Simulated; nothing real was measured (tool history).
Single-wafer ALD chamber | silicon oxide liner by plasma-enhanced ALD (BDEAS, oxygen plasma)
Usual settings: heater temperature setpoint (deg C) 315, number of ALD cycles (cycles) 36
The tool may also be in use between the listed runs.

run,hour,heater temperature setpoint (deg C),number of ALD cycles (cycles),wafers since the last listed run,hours since the last thermocouple change,hours since the gauge calibration,"read-back reference wafer on the same gauge, thickness_nm",mean film thickness on the monitor wafer (Å)
1,0,315,36,0,1889.2,307.6,3.546,31.87
2,6,315,36,36,1895.2,313.6,3.551,31.76
3,19.1,315,36,80,1908.3,326.7,3.548,31.93
4,27.5,315,36,51,1916.7,335.1,3.548,32.05
5,44.2,315,36,102,1933.4,351.8,3.55,31.8
6,52,315,36,47,1941.2,359.6,3.546,31.86
7,65,315,36,79,1954.2,372.6,3.544,31.79
8,82.7,315,36,108,1971.9,390.3,3.547,32.04
9,93.3,315,36,64,1982.5,400.9,3.547,31.91
10,103.7,315,36,63,1992.9,411.3,3.55,31.87
11,118.6,315,36,91,2007.8,426.2,3.553,31.83
12,135.1,315,36,101,2024.3,442.7,3.547,32.03
13,147.9,315,36,78,2037.1,455.5,3.547,31.72
14,159.8,315,36,72,2049,467.4,3.555,32.04
15,167.6,315,36,47,2056.8,475.2,3.55,31.9
# hour 182.9: gauge calibrated
16,184.8,315,36,105,2074,1.9,3.553,31.92
17,207.7,315,36,140,2096.9,24.8,3.547,31.9
18,220.9,315,36,80,2110.1,38,3.551,31.85
19,252.7,315,36,194,2141.9,69.8,3.549,31.85
20,270.4,311,39,108,2159.6,87.5,3.551,34.89
21,284.9,326,36,88,2174.1,102,3.548,31.48
22,292.9,315,36,49,2182.1,110,3.55,31.95
23,307,315,36,86,2196.2,124.1,3.552,31.99
24,323.9,304,40,103,2213.1,141,3.551,36.02
25,335.6,315,36,71,2224.8,152.7,3.548,31.94
26,347.3,325,30,71,2236.5,164.4,3.554,26.19
27,354.4,304,39,43,2243.6,171.5,3.55,35.14
28,365.5,303,29,68,2254.7,182.6,3.551,26.13
29,378.6,310,30,80,2267.8,195.7,3.553,26.81
30,395.9,329,36,106,2285.1,213,3.549,31.26
# hour 411.2: thermocouple changed; heater temperature recalibrated
31,411.7,315,36,47,0.5,228.8,3.553,31.89
32,427.2,315,36,94,16,244.3,3.549,31.84
33,438.7,309,36,70,27.5,255.8,3.556,32.19
34,483.8,307,31,276,72.6,300.9,3.548,27.79
35,489.9,301,34,37,78.7,307,3.548,30.77
36,497.6,326,38,47,86.4,314.7,3.55,33.05
37,504.2,315,36,40,93,321.3,3.552,31.88
38,516.6,315,36,75,105.4,333.7,3.55,31.99
39,525.2,315,36,52,114,342.3,3.554,32.05
40,536.1,315,36,66,124.9,353.2,3.548,31.9
41,544.9,315,36,53,133.7,362,3.551,31.8
42,551.4,315,36,39,140.2,368.5,3.549,31.89
43,567.7,315,36,99,156.5,384.8,3.552,31.69
44,584.6,320,31,103,173.4,401.7,3.552,27.27
45,595.8,326,31,68,184.6,412.9,3.552,27.08
46,606.5,325,34,65,195.3,423.6,3.549,29.75

The tool's hidden state at each run:
wafer temperature above the value expected at the setpoint (K): 0 in every run
gauge reads high (%): 0 in every run

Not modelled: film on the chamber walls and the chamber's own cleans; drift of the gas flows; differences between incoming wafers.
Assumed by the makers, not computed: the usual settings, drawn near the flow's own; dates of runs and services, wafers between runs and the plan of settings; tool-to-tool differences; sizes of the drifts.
